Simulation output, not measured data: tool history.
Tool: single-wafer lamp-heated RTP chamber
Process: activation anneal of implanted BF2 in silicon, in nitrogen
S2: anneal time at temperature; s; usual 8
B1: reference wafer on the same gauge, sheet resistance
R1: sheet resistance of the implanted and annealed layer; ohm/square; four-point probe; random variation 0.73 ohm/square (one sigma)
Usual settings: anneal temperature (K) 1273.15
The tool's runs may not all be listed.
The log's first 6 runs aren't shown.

Run 7, day 15.55: usual settings; B1 368.98. Result: R1 317.6 ohm/square.
At day 16.408: reflector plate cleaned.
Run 8, day 19.996: usual settings; B1 368.93. Result: R1 321.08 ohm/square.
Run 9, day 24.354: usual settings; B1 369.13. Result: R1 317.91 ohm/square.
Run 10, day 26.467: usual settings; B1 369.21. Result: R1 317.97 ohm/square.
Run 11, day 28.246: usual settings; B1 369.13. Result: R1 317.3 ohm/square.
At day 29.617: pyrometer window cleaned and pyrometer calibrated.
Run 12, day 30.112: usual settings; B1 368.89. Result: R1 321.87 ohm/square.
Run 13, day 33.662: usual settings; B1 368.95. Result: R1 321.17 ohm/square.
Run 14, day 36.296: usual settings; B1 368.96. Result: R1 320.27 ohm/square.
Run 15, day 39.838: usual settings but anneal temperature (K) 1292.15, S2 7 s; B1 369.08. Result: R1 313.84 ohm/square.
At day 40.762: reflector plate cleaned.
Run 16, day 41.538: usual settings but S2 12 s; B1 368.83. Result: R1 317.12 ohm/square.
Run 17, day 44.742: usual settings; B1 369.06. Result: R1 320.51 ohm/square.
At day 45.767: gauge calibrated.
Run 18, day 47.762: usual settings but anneal temperature (K) 1287.15, S2 11 s; B1 369.05. Result: R1 312.24 ohm/square.
Run 19, day 50.604: usual settings; B1 369.06. Result: R1 318.58 ohm/square.
Run 20, day 54.146: usual settings but anneal temperature (K) 1258.15, S2 12 s; B1 368.88. Result: R1 319.42 ohm/square.

The next listed run, before its measurement:
At day 56.175: pyrometer window cleaned and pyrometer calibrated.
Run 21, day 56.196: usual settings but anneal temperature (K) 1301.15, S2 12 s; B1 ?. Result: R1 ?.

{"run 21": {"B1": 368.95, "R1": 307.71}}
Without the tool's hidden state the same run would have given R1 308.98 ohm/square.
